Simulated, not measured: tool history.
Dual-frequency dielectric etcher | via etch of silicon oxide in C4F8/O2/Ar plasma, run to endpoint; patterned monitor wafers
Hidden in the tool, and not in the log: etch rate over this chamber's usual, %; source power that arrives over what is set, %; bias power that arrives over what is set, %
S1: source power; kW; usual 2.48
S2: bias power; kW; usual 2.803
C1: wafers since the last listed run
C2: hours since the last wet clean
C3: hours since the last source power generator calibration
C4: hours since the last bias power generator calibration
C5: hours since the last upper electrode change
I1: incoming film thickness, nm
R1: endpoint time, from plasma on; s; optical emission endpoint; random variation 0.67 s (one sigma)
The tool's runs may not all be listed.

run	hour	S1	S2	C1	C2	C3	C4	C5	I1	R1
1	0	2.48	2.803	0	119.6	3291.3	3930	3757.8	1325.3	224.1
2	10.3	2.48	2.803	35	129.9	3301.6	3940.3	3768.1	1318.3	222.5
3	26.2	2.48	2.803	55	145.8	3317.5	3956.2	3784	1329.6	224.6
4	41	2.48	2.803	51	160.6	3332.3	3971	3798.8	1337.5	226.4
5	55.6	2.48	2.803	50	175.2	3346.9	3985.6	3813.4	1333.6	225.7
6	72.3	2.48	2.803	58	191.9	3363.6	4002.3	3830.1	1342.3	226.7
7	81.7	2.48	2.803	32	201.3	3373	4011.7	3839.5	1308.8	223.4
8	101.5	2.48	2.803	68	221.1	3392.8	4031.5	3859.3	1338.2	227.8
9	123	2.48	2.518	74	242.6	3414.3	4053	3880.8	1332	239.6
10	133.3	2.48	2.518	35	252.9	3424.6	4063.3	3891.1	1315.6	237
11	140.5	2.48	2.803	25	260.1	3431.8	4070.5	3898.3	1326.4	228.8
12	148.5	2.05	2.803	27	268.1	3439.8	4078.5	3906.3	1330.9	246.6
# hour 156.7: bias power generator calibrated
# hour 186: source power generator calibrated
13	197.8	2.05	2.803	143	317.4	11.8	41.1	3955.6	1328.2	248.7
# hour 224.4: wet clean of the chamber
14	224.9	2.48	2.803	10	0.5	38.9	68.2	3982.7	1320.5	223
15	227.4	2.48	2.803	8	3	41.4	70.7	3985.2	1317.5	222.6
16	239	2.48	2.292	40	14.6	53	82.3	3996.8	1328.1	249.3
# hour 275: upper electrode replaced
17	275.5	2.06	3.051	43	51.1	89.5	118.8	0.5	1311.4	230.2
18	275.9	2.48	2.803	1	51.5	89.9	119.2	0.9	1329.6	226
19	276.3	2.12	3.495	1	51.9	90.3	119.6	1.3	1324.4	216.4
20	279.1	2.1	3.503	9	54.7	93.1	122.4	4.1	1321.1	216.6
21	291	2.79	2.289	41	66.6	105	134.3	16	1332	238.2
22	304.4	2.48	2.803	46	80	118.4	147.7	29.4	1329.8	227.5
23	322.4	2.04	2.803	62	98	136.4	165.7	47.4	1336.3	250.3
24	334	2.04	2.803	40	109.6	148	177.3	59	1332	248.9
25	349.4	2.25	2.345	53	125	163.4	192.7	74.4	1323.9	258.2
26	360.4	2.1	2.803	38	136	174.4	203.7	85.4	1330.8	244.9
27	373.9	2.89	2.538	46	149.5	187.9	217.2	98.9	1332.5	224.7
28	385	2.31	2.498	38	160.6	199	228.3	110	1326.8	249.7
29	402.5	2.01	3.355	60	178.1	216.5	245.8	127.5	1329.4	230.3
30	413.4	1.91	2.16	37	189	227.4	256.7	138.4	1321.7	293
31	430.1	2.48	2.378	58	205.7	244.1	273.4	155.1	1330.2	249.3
32	440.8	2.72	2.409	37	216.4	254.8	284.1	165.8	1323.7	236.6
33	450.8	2.26	2.359	34	226.4	264.8	294.1	175.8	1316.7	260.8
34	468.4	2.15	2.269	61	244	282.4	311.7	193.4	1343.3	276.6
35	478.7	2.48	2.803	35	254.3	292.7	322	203.7	1331.4	230.9
36	493.5	2.48	2.803	51	269.1	307.5	336.8	218.5	1333.2	231.1

Measured less the same run without the tool's hidden state. The same run-to-run variation is in both; the gauge's scatter may not be:
run	R1
1	+1.7
2	+2
3	+2.4
4	+2.8
5	+3.1
6	+3.5
7	+3.6
8	+4.2
9	+4.9
10	+5.2
11	+5.2
12	+5.9
13	+7.1
14	+2.2
15	+2.3
16	+2.9
17	+3.5
18	+3.5
19	+3.4
20	+3.4
21	+4.1
22	+4.2
23	+5.1
24	+5.4
25	+6
26	+6
27	+5.9
28	+6.8
29	+6.6
30	+8.8
31	+7.9
32	+7.8
33	+8.9
34	+9.9
35	+8.5
36	+8.9
